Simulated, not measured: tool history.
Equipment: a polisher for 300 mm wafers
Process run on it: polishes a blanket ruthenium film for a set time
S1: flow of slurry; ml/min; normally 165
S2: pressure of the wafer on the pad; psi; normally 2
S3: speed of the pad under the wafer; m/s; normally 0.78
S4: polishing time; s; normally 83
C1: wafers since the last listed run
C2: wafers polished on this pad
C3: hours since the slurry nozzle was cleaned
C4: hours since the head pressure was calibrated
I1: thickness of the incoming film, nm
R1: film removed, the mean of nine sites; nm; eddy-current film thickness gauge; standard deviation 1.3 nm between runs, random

Run 1, day 0: usual settings; C1 0; C2 437; C3 58.1; C4 282.9; I1 514.7. Result: R1 82.6 nm.
Run 2, day 0.317: usual settings; C1 50; C2 487; C3 65.7; C4 290.5; I1 516.5. Result: R1 82.5 nm.
Run 3, day 0.804: usual settings; C1 78; C2 565; C3 77.4; C4 302.2; I1 506.9. Result: R1 83.8 nm.
Run 4, day 1.125: usual settings; C1 51; C2 617; C3 85.1; C4 309.9; I1 510.9. Result: R1 83 nm.
Run 5, day 1.404: usual settings; C1 44; C2 662; C3 91.8; C4 316.6; I1 516.9. Result: R1 83 nm.
Run 6, day 1.762: usual settings; C1 57; C2 719; C3 100.4; C4 325.2; I1 517.6. Result: R1 80.8 nm.
Run 7, day 2.2: usual settings but S1 195 ml/min, S3 0.9 m/s; C1 70; C2 789; C3 110.9; C4 335.7; I1 506.2. Result: R1 95.3 nm.
Run 8, day 2.929: usual settings but S1 195 ml/min, S3 0.9 m/s; C1 116; C2 906; C3 128.4; C4 353.2; I1 501.7. Result: R1 94.2 nm.
Run 9, day 3.429: usual settings but S1 195 ml/min, S3 0.9 m/s; C1 80; C2 986; C3 140.4; C4 365.2; I1 512.3. Result: R1 92.5 nm.
Run 10, day 4.167: usual settings; C1 118; C2 1104; C3 158.1; C4 382.9; I1 510.9. Result: R1 77.3 nm.
Run 11, day 4.654: usual settings; C1 78; C2 1182; C3 169.8; C4 394.6; I1 506.6. Result: R1 76.3 nm.
Run 12, day 5.167: usual settings but S4 63 s; C1 82; C2 1264; C3 182.1; C4 406.9; I1 517.8. Result: R1 58.1 nm.
At day 5.383: worn pad replaced by a new one.
Run 13, day 5.762: usual settings but S4 63 s; C1 68; C2 60; C3 196.4; C4 421.2; I1 511.6. Result: R1 65.7 nm.
Run 14, day 6.217: usual settings; C1 72; C2 133; C3 207.3; C4 432.1; I1 501.4. Result: R1 84.3 nm.
Run 15, day 6.729: usual settings; C1 82; C2 215; C3 219.6; C4 444.4; I1 508.7. Result: R1 82.9 nm.
Run 16, day 7.275: usual settings; C1 87; C2 303; C3 232.7; C4 457.5; I1 509. Result: R1 84.2 nm.
Run 17, day 7.658: usual settings but S2 2.4 psi, S3 0.72 m/s; C1 61; C2 364; C3 241.9; C4 466.7; I1 507.5. Result: R1 86 nm.
At day 7.979: head pressure recalibrated.
Run 18, day 8.171: usual settings but S2 2.6 psi, S3 0.68 m/s, S4 75 s; C1 68; C2 433; C3 254.2; C4 4.6; I1 507.5. Result: R1 77.4 nm.
Run 19, day 8.804: usual settings but S1 135 ml/min, S2 1.7 psi, S3 0.92 m/s; C1 101; C2 534; C3 269.4; C4 19.8; I1 508.5. Result: R1 83.2 nm.
Run 20, day 9.258: usual settings but S1 205 ml/min, S2 1.7 psi, S3 0.5 m/s, S4 56 s; C1 72; C2 607; C3 280.3; C4 30.7; I1 513.1. Result: R1 32.1 nm.
Run 21, day 9.542: usual settings but S2 2.2 psi, S3 0.62 m/s, S4 66 s; C1 45; C2 652; C3 287.1; C4 37.5; I1 511.9. Result: R1 54 nm.
At day 9.917: slurry nozzle cleaned.
Run 22, day 10.162: usual settings but S1 205 ml/min, S2 2.3 psi, S3 0.86 m/s; C1 92; C2 745; C3 5.9; C4 52.4; I1 511.1. Result: R1 99.7 nm.
Run 23, day 10.754: usual settings but S4 59 s; C1 94; C2 840; C3 20.1; C4 66.6; I1 513.3. Result: R1 56.4 nm.
Run 24, day 11.15: usual settings but S1 140 ml/min, S2 2.6 psi; C1 63; C2 903; C3 29.6; C4 76.1; I1 514.5. Result: R1 90.5 nm.
Run 25, day 11.812: usual settings but S1 215 ml/min, S4 93 s; C1 106; C2 1009; C3 45.5; C4 92; I1 509.1. Result: R1 91.6 nm.
At day 12.446: worn pad replaced by a new one.
Run 26, day 12.467: usual settings but S2 1.3 psi, S3 0.7 m/s; C1 78; C2 3; C3 61.2; C4 107.7; I1 509.8. Result: R1 62.3 nm.
Run 27, day 12.646: usual settings; C1 28; C2 32; C3 65.5; C4 112; I1 509.3. Result: R1 86.5 nm.
Run 28, day 13.133: usual settings but S1 200 ml/min, S2 1.8 psi, S3 0.86 m/s, S4 75 s; C1 78; C2 110; C3 77.2; C4 123.7; I1 514.4. Result: R1 80.7 nm.
Run 29, day 13.433: usual settings but S1 145 ml/min, S3 1.02 m/s; C1 48; C2 158; C3 84.4; C4 130.9; I1 513.5. Result: R1 108.9 nm.
Run 30, day 14.058: usual settings but S4 76 s; C1 100; C2 258; C3 99.4; C4 145.9; I1 505.9. Result: R1 77.1 nm.
Run 31, day 14.596: usual settings but S1 205 ml/min, S2 2.3 psi, S3 0.86 m/s; C1 86; C2 344; C3 112.3; C4 158.8; I1 511.2. Result: R1 102.7 nm.
Run 32, day 15.2: usual settings but S1 110 ml/min, S4 74 s; C1 96; C2 441; C3 126.8; C4 173.3; I1 512.9. Result: R1 68.4 nm.
Run 33, day 15.746: usual settings but S1 135 ml/min, S2 1.7 psi; C1 87; C2 528; C3 139.9; C4 186.4; I1 512.2. Result: R1 69.7 nm.
Run 34, day 16.433: usual settings; C1 110; C2 638; C3 156.4; C4 202.9; I1 507.2. Result: R1 81.3 nm.

For each entry between runs, how does the tool's hidden state at the last listed run before it compare with that at the first listed run after it?
From run 12 to run 13: worn pad replaced by a new one (day 5.383)
  removal rate lost through wear of the pad, %: 12.9 -> 2.65
  measured value less the no-hidden-state value, R1: -8.7 -> -1.8 nm
From run 17 to run 18: head pressure recalibrated (day 7.979)
  removal rate lost through wear of the pad, %: 5.72 -> 6.54
  measured value less the no-hidden-state value, R1: -5.2 -> -5.4 nm
From run 21 to run 22: slurry nozzle cleaned (day 9.917)
  removal rate lost through wear of the pad, %: 8.76 -> 9.76
  measured value less the no-hidden-state value, R1: -5.1 -> -10.8 nm
From run 25 to run 26: worn pad replaced by a new one (day 12.446)
  removal rate lost through wear of the pad, %: 12.4 -> 1.46
  measured value less the no-hidden-state value, R1: -13 -> -1 nm

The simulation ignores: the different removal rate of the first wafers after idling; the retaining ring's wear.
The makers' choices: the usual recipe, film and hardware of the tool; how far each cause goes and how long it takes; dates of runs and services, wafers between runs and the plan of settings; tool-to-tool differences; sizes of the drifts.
